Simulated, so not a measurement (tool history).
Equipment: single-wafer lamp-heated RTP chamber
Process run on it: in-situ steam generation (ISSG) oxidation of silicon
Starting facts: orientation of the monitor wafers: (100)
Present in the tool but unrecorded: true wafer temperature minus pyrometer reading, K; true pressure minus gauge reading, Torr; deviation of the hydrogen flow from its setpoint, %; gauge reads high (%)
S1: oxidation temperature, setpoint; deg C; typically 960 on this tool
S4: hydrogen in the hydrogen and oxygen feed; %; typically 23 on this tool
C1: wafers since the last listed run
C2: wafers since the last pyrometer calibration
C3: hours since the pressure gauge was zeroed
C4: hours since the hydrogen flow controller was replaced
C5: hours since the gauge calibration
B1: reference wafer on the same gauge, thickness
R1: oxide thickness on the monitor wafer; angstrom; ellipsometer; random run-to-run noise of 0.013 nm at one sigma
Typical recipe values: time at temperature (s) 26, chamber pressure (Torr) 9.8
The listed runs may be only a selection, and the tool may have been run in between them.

Run 1, hour 0: usual settings but S1 975 deg C; C1 0; C2 2878; C3 1894.5; C4 3737.7; C5 1754.4; B1 6.099. Result: R1 55.75 angstrom.
Run 2, hour 84.2: usual settings but S1 965 deg C, S4 28 %; C1 879; C2 3758; C3 1978.7; C4 3821.9; C5 1838.6; B1 6.102. Result: R1 55.9 angstrom.
Run 3, hour 155.2: usual settings but S1 965 deg C, S4 28 %; C1 741; C2 4500; C3 2049.7; C4 3892.9; C5 1909.6; B1 6.1. Result: R1 56.18 angstrom.
Run 4, hour 232.5: usual settings; C1 807; C2 5307; C3 2127; C4 3970.2; C5 1986.9; B1 6.097. Result: R1 52.86 angstrom.
Run 5, hour 290.2: usual settings; C1 602; C2 5910; C3 2184.7; C4 4027.9; C5 2044.6; B1 6.1. Result: R1 53.04 angstrom.
Run 6, hour 394.9: usual settings but time at temperature (s) 33, chamber pressure (Torr) 8.4, S4 29 %; C1 1093; C2 7004; C3 2289.4; C4 4132.6; C5 2149.3; B1 6.103. Result: R1 63.94 angstrom.
Run 7, hour 483.4: usual settings but time at temperature (s) 33, S4 17 %; C1 924; C2 7928; C3 2377.9; C4 4221.1; C5 2237.8; B1 6.101. Result: R1 56.31 angstrom.
Run 8, hour 541.3: usual settings; C1 604; C2 8533; C3 2435.8; C4 4279; C5 2295.7; B1 6.099. Result: R1 53.44 angstrom.
At hour 581.9: pyrometer window cleaned and pyrometer calibrated.
At hour 649.5: pressure gauge zeroed.
Run 9, hour 846.1: usual settings but time at temperature (s) 21; C1 3017; C2 2676; C3 196.6; C4 4583.8; C5 2600.5; B1 6.099. Result: R1 47.97 angstrom.
Run 10, hour 923.2: usual settings but S1 977 deg C, time at temperature (s) 18; C1 805; C2 3482; C3 273.7; C4 4660.9; C5 2677.6; B1 6.101. Result: R1 47.55 angstrom.
Run 11, hour 964.7: usual settings but time at temperature (s) 17, chamber pressure (Torr) 9; C1 433; C2 3915; C3 315.2; C4 4702.4; C5 2719.1; B1 6.103. Result: R1 44.37 angstrom.
Run 12, hour 1064: usual settings but time at temperature (s) 33, S4 26 %; C1 1037; C2 4953; C3 414.5; C4 4801.7; C5 2818.4; B1 6.099. Result: R1 60.56 angstrom.
At hour 1076.1: gauge calibrated.
Run 13, hour 1142.1: usual settings; C1 815; C2 5769; C3 492.6; C4 4879.8; C5 66; B1 6.101. Result: R1 53.04 angstrom.
Run 14, hour 1223.5: usual settings but chamber pressure (Torr) 8.3; C1 850; C2 6619; C3 574; C4 4961.2; C5 147.4; B1 6.097. Result: R1 54.17 angstrom.
Run 15, hour 1327.3: usual settings but time at temperature (s) 33, S4 26 %; C1 1084; C2 7704; C3 677.8; C4 5065; C5 251.2; B1 6.1. Result: R1 61.03 angstrom.
At hour 1371: pyrometer window cleaned and pyrometer calibrated.
Run 16, hour 1404: usual settings; C1 717; C2 344; C3 754.5; C4 5141.7; C5 327.9; B1 6.101. Result: R1 52.47 angstrom.
Run 17, hour 1468.9: usual settings; C1 678; C2 1022; C3 819.4; C4 5206.6; C5 392.8; B1 6.1. Result: R1 52.41 angstrom.
At hour 1524.5: hydrogen flow controller replaced.
Run 18, hour 1530.4: usual settings; C1 558; C2 1581; C3 880.9; C4 5.9; C5 454.3; B1 6.098. Result: R1 52.59 angstrom.
Run 19, hour 1571.8: usual settings; C1 432; C2 2014; C3 922.3; C4 47.3; C5 495.7; B1 6.102. Result: R1 52.49 angstrom.
Run 20, hour 1619.3: usual settings; C1 496; C2 2510; C3 969.8; C4 94.8; C5 543.2; B1 6.098. Result: R1 52.94 angstrom.
Run 21, hour 1704.5: usual settings but S1 979 deg C, time at temperature (s) 21, chamber pressure (Torr) 9.1, S4 15 %; C1 890; C2 3400; C3 1055; C4 180; C5 628.4; B1 6.099. Result: R1 47.45 angstrom.
Run 22, hour 1787.4: usual settings but S1 945 deg C; C1 866; C2 4266; C3 1137.9; C4 262.9; C5 711.3; B1 6.098. Result: R1 50.36 angstrom.
Run 23, hour 1877.1: usual settings; C1 937; C2 5203; C3 1227.6; C4 352.6; C5 801; B1 6.096. Result: R1 53.2 angstrom.
Run 24, hour 1945: usual settings but S1 944 deg C, S4 26 %; C1 709; C2 5912; C3 1295.5; C4 420.5; C5 868.9; B1 6.101. Result: R1 51.66 angstrom.
Run 25, hour 2039.4: usual settings but S1 942 deg C, time at temperature (s) 33, chamber pressure (Torr) 10.2, S4 19 %; C1 986; C2 6899; C3 1389.9; C4 514.9; C5 963.3; B1 6.098. Result: R1 53.27 angstrom.
Run 26, hour 2089.1: usual settings but S1 975 deg C, time at temperature (s) 20, chamber pressure (Torr) 9.2, S4 32 %; C1 519; C2 7418; C3 1439.6; C4 564.6; C5 1013; B1 6.101. Result: R1 54.58 angstrom.
At hour 2130.5: pyrometer window cleaned and pyrometer calibrated.
Run 27, hour 2179.8: usual settings but S1 966 deg C, time at temperature (s) 17, chamber pressure (Torr) 8.5, S4 17 %; C1 863; C2 514; C3 1530.3; C4 655.3; C5 1103.7; B1 6.099. Result: R1 42.46 angstrom.
Run 28, hour 2282.7: usual settings; C1 1074; C2 1589; C3 1633.2; C4 758.2; C5 1206.6; B1 6.098. Result: R1 52.46 angstrom.
Run 29, hour 2385.1: usual settings but S1 972 deg C, chamber pressure (Torr) 10.2; C1 1069; C2 2659; C3 1735.6; C4 860.6; C5 1309; B1 6.101. Result: R1 54.58 angstrom.
Run 30, hour 2450.6: usual settings but time at temperature (s) 35, chamber pressure (Torr) 10.2, S4 15 %; C1 684; C2 3343; C3 1801.1; C4 926.1; C5 1374.5; B1 6.096. Result: R1 55.59 angstrom.

Across each entry between runs, compare the hidden state at the last listed run before it with the hidden state at the first listed run after it:
Between runs 8 and 9: pyrometer window cleaned and pyrometer calibrated (hour 581.9); pressure gauge zeroed (hour 649.5)
  true wafer temperature minus pyrometer reading, K: 7.26 -> 2.73
  difference, measured minus the result without the unlogged condition, R1: +1.35 -> +0.42 angstrom
Between runs 12 and 13: gauge calibrated (hour 1076.1)
  true wafer temperature minus pyrometer reading, K: 4.61 -> 5.28
  difference, measured minus the result without the unlogged condition, R1: +1.04 -> +0.98 angstrom
Between runs 15 and 16: pyrometer window cleaned and pyrometer calibrated (hour 1371)
  true wafer temperature minus pyrometer reading, K: 6.88 -> 1.18
  difference, measured minus the result without the unlogged condition, R1: +1.56 -> +0.22 angstrom
Between runs 17 and 18: hydrogen flow controller replaced (hour 1524.5)
  true wafer temperature minus pyrometer reading, K: 1.74 -> 2.27
  difference, measured minus the result without the unlogged condition, R1: +0.32 -> +0.41 angstrom
Between runs 26 and 27: pyrometer window cleaned and pyrometer calibrated (hour 2130.5)
  true wafer temperature minus pyrometer reading, K: 7.09 -> 1.22
  difference, measured minus the result without the unlogged condition, R1: +1.37 -> +0.16 angstrom
